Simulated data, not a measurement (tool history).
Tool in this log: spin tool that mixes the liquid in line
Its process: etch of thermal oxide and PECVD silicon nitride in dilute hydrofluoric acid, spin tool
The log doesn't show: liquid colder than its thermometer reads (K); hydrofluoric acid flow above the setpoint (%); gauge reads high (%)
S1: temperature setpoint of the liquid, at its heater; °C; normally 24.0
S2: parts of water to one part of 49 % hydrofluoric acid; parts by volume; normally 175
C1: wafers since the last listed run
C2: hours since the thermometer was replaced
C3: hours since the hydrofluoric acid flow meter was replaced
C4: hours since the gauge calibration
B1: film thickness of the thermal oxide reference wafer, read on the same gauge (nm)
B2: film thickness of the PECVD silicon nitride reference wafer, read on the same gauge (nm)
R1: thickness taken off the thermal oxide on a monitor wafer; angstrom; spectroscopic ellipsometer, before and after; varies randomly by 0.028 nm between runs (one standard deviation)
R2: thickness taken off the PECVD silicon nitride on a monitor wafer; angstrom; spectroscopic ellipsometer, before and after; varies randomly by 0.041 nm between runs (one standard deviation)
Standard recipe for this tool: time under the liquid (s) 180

{"run": 1, "hour": 0.0, "S1": 24.0, "S2": 175, "time under the liquid (s)": 180, "C1": 0, "C2": 2441.7, "C3": 1398.0, "C4": 113.0, "B1": 60.013, "B2": 80.014, "R1": 57.15, "R2": 35.44}
{"run": 2, "hour": 7.7, "S1": 24.0, "S2": 175, "time under the liquid (s)": 180, "C1": 32, "C2": 2449.4, "C3": 1405.7, "C4": 120.7, "B1": 59.997, "B2": 80.023, "R1": 57.01, "R2": 34.39}
{"run": 3, "hour": 19.7, "S1": 24.0, "S2": 175, "time under the liquid (s)": 180, "C1": 50, "C2": 2461.4, "C3": 1417.7, "C4": 132.7, "B1": 60.012, "B2": 79.986, "R1": 56.7, "R2": 34.64}
{"run": 4, "hour": 28.4, "S1": 24.0, "S2": 205, "time under the liquid (s)": 180, "C1": 36, "C2": 2470.1, "C3": 1426.4, "C4": 141.4, "B1": 60.017, "B2": 80.015, "R1": 47.38, "R2": 29.86}
{"run": 5, "hour": 38.4, "S1": 24.0, "S2": 205, "time under the liquid (s)": 180, "C1": 41, "C2": 2480.1, "C3": 1436.4, "C4": 151.4, "B1": 59.991, "B2": 79.994, "R1": 47.86, "R2": 29.85}
{"run": 6, "hour": 46.2, "S1": 24.0, "S2": 175, "time under the liquid (s)": 180, "C1": 32, "C2": 2487.9, "C3": 1444.2, "C4": 159.2, "B1": 59.989, "B2": 80.006, "R1": 57.59, "R2": 34.35}
{"run": 7, "hour": 63.0, "S1": 24.0, "S2": 175, "time under the liquid (s)": 180, "C1": 70, "C2": 2504.7, "C3": 1461.0, "C4": 176.0, "B1": 59.997, "B2": 79.998, "R1": 57.61, "R2": 34.59}
{"run": 8, "hour": 76.9, "S1": 24.0, "S2": 175, "time under the liquid (s)": 180, "C1": 58, "C2": 2518.6, "C3": 1474.9, "C4": 189.9, "B1": 60.012, "B2": 79.963, "R1": 57.62, "R2": 34.48}
{"run": 9, "hour": 88.5, "S1": 24.0, "S2": 175, "time under the liquid (s)": 180, "C1": 48, "C2": 2530.2, "C3": 1486.5, "C4": 201.5, "B1": 60.025, "B2": 80.006, "R1": 57.57, "R2": 34.58}
{"run": 10, "hour": 96.9, "S1": 24.0, "S2": 175, "time under the liquid (s)": 180, "C1": 35, "C2": 2538.6, "C3": 1494.9, "C4": 209.9, "B1": 60.006, "B2": 80.013, "R1": 57.75, "R2": 34.91}
{"run": 11, "hour": 111.0, "S1": 24.0, "S2": 175, "time under the liquid (s)": 180, "C1": 59, "C2": 2552.7, "C3": 1509.0, "C4": 224.0, "B1": 60.004, "B2": 80.003, "R1": 58.25, "R2": 34.5}
{"hour": 117.3, "done": "thermometer replaced"}
{"run": 12, "hour": 125.2, "S1": 24.0, "S2": 175, "time under the liquid (s)": 180, "C1": 55, "C2": 7.9, "C3": 1523.2, "C4": 238.2, "B1": 59.987, "B2": 79.992, "R1": 58.55, "R2": 34.82}
{"run": 13, "hour": 135.5, "S1": 24.0, "S2": 175, "time under the liquid (s)": 120, "C1": 43, "C2": 18.2, "C3": 1533.5, "C4": 248.5, "B1": 60.021, "B2": 80.014, "R1": 38.78, "R2": 23.51}
{"hour": 145.8, "done": "gauge calibrated"}
{"run": 14, "hour": 148.8, "S1": 24.0, "S2": 175, "time under the liquid (s)": 180, "C1": 55, "C2": 31.5, "C3": 1546.8, "C4": 3.0, "B1": 60.005, "B2": 80.003, "R1": 58.15, "R2": 34.94}
{"run": 15, "hour": 158.4, "S1": 22.0, "S2": 175, "time under the liquid (s)": 265, "C1": 40, "C2": 41.1, "C3": 1556.4, "C4": 12.6, "B1": 59.999, "B2": 80.005, "R1": 79.58, "R2": 45.51}
{"run": 16, "hour": 166.5, "S1": 24.0, "S2": 175, "time under the liquid (s)": 180, "C1": 33, "C2": 49.2, "C3": 1564.5, "C4": 20.7, "B1": 59.978, "B2": 80.013, "R1": 58.13, "R2": 35.65}
{"run": 17, "hour": 182.4, "S1": 24.0, "S2": 200, "time under the liquid (s)": 105, "C1": 66, "C2": 65.1, "C3": 1580.4, "C4": 36.6, "B1": 60.01, "B2": 79.982, "R1": 28.88, "R2": 18.12}
{"run": 18, "hour": 194.9, "S1": 19.5, "S2": 175, "time under the liquid (s)": 180, "C1": 52, "C2": 77.6, "C3": 1592.9, "C4": 49.1, "B1": 60.024, "B2": 79.987, "R1": 48.91, "R2": 25.83}
{"run": 19, "hour": 201.5, "S1": 22.0, "S2": 175, "time under the liquid (s)": 265, "C1": 27, "C2": 84.2, "C3": 1599.5, "C4": 55.7, "B1": 60.016, "B2": 79.985, "R1": 79.46, "R2": 46.38}
{"run": 20, "hour": 215.7, "S1": 24.0, "S2": 175, "time under the liquid (s)": 260, "C1": 59, "C2": 98.4, "C3": 1613.7, "C4": 69.9, "B1": 59.979, "B2": 80.0, "R1": 83.78, "R2": 50.7}
{"run": 21, "hour": 228.3, "S1": 24.0, "S2": 175, "time under the liquid (s)": 180, "C1": 52, "C2": 111.0, "C3": 1626.3, "C4": 82.5, "B1": 60.004, "B2": 79.989, "R1": 58.16, "R2": 34.2}
{"hour": 235.9, "done": "hydrofluoric acid flow meter replaced"}
{"run": 22, "hour": 244.2, "S1": 26.5, "S2": 175, "time under the liquid (s)": 235, "C1": 62, "C2": 126.9, "C3": 8.3, "C4": 98.4, "B1": 60.01, "B2": 79.962, "R1": 72.53, "R2": 46.62}
{"run": 23, "hour": 257.0, "S1": 28.0, "S2": 175, "time under the liquid (s)": 180, "C1": 53, "C2": 139.7, "C3": 21.1, "C4": 111.2, "B1": 59.987, "B2": 80.029, "R1": 58.14, "R2": 39.75}
{"run": 24, "hour": 274.3, "S1": 19.0, "S2": 250, "time under the liquid (s)": 240, "C1": 72, "C2": 157.0, "C3": 38.4, "C4": 128.5, "B1": 59.991, "B2": 79.976, "R1": 36.36, "R2": 21.02}
{"run": 25, "hour": 282.7, "S1": 24.0, "S2": 175, "time under the liquid (s)": 180, "C1": 35, "C2": 165.4, "C3": 46.8, "C4": 136.9, "B1": 60.005, "B2": 79.981, "R1": 50.66, "R2": 30.71}
{"run": 26, "hour": 297.8, "S1": 24.0, "S2": 175, "time under the liquid (s)": 115, "C1": 63, "C2": 180.5, "C3": 61.9, "C4": 152.0, "B1": 59.997, "B2": 79.988, "R1": 31.9, "R2": 19.58}

Below are 3 alternative next runs, each starting from the tool's condition after run 26. Predict each:
{"run": "A", "hour": 298.3, "S1": 24.0, "S2": 175, "time under the liquid (s)": 180, "C1": 2, "C2": 181.0, "C3": 62.4, "C4": 152.5, "B1": "?", "B2": "?", "R1": "?", "R2": "?"}
{"run": "B", "hour": 298.3, "S1": 24.0, "S2": 150, "time under the liquid (s)": 180, "C1": 2, "C2": 181.0, "C3": 62.4, "C4": 152.5, "B1": "?", "B2": "?", "R1": "?", "R2": "?"}
{"run": "C", "hour": 298.3, "S1": 25.5, "S2": 255, "time under the liquid (s)": 125, "C1": 2, "C2": 181.0, "C3": 62.4, "C4": 152.5, "B1": "?", "B2": "?", "R1": "?", "R2": "?"}

run=A B1=59.967 B2=80.019 R1=50.49 R2=31.45
run=B B1=59.967 B2=80.019 R1=60.58 R2=36.64
run=C B1=59.967 B2=80.019 R1=23.33 R2=16.50
What these runs would have given with no unlogged condition in the tool:
run=A R1=50.02 R2=31.21
run=B R1=60.03 R2=36.36
run=C R1=23.10 R2=16.37
